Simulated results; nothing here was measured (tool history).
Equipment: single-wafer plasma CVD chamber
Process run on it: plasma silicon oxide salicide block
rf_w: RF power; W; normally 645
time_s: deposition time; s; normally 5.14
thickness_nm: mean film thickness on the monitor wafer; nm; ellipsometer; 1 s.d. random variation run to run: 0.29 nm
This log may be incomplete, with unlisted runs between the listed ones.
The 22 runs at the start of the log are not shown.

run,hour,rf_w,time_s,"read-back reference wafer on the same gauge, thickness_nm",thickness_nm
23,259.9,645,5.55,62.227,57.596
24,270.9,705,4.62,62.277,49.100
25,284.9,615,4.30,62.225,43.801
26,297.4,535,5.40,62.205,53.433
# hour 306.1: gauge calibrated
27,307.6,520,5.67,62.211,54.353
28,314.6,680,4.46,62.286,46.909
29,328.4,540,4.55,62.239,44.458
# hour 344.2: showerhead replaced
30,344.7,645,4.66,62.080,48.671
31,358.3,580,4.29,62.188,42.877
32,372.9,535,4.37,62.217,43.410
33,382.1,585,4.46,62.180,44.588
34,388.7,690,5.58,62.264,58.947
35,396.4,645,5.45,62.148,56.276
36,411.5,535,4.63,62.209,45.476
37,421.6,685,5.49,62.159,57.553
38,434.0,560,4.19,62.207,41.090
39,442.8,645,5.14,62.323,53.069
40,451.6,645,4.23,62.279,43.920
41,460.2,645,5.14,62.181,52.649
42,507.8,730,4.87,62.270,52.315
43,516.8,645,5.14,62.231,53.503

Below are 5 alternative next runs, each starting from the tool's condition after run 43. Predict each:
A,517.2,645,5.14,?,?
B,517.2,555,4.79,?,?
C,517.2,750,5.89,?,?
D,517.2,530,4.69,?,?
E,517.2,765,6.03,?,?

run,"read-back reference wafer on the same gauge, thickness_nm",thickness_nm
A,62.223,53.247
B,62.223,47.388
C,62.223,63.894
D,62.223,45.747
E,62.223,65.809
Without the tool's unlogged condition, the same runs would have read:
run,thickness_nm
A,53.247
B,47.388
C,63.894
D,45.747
E,65.809

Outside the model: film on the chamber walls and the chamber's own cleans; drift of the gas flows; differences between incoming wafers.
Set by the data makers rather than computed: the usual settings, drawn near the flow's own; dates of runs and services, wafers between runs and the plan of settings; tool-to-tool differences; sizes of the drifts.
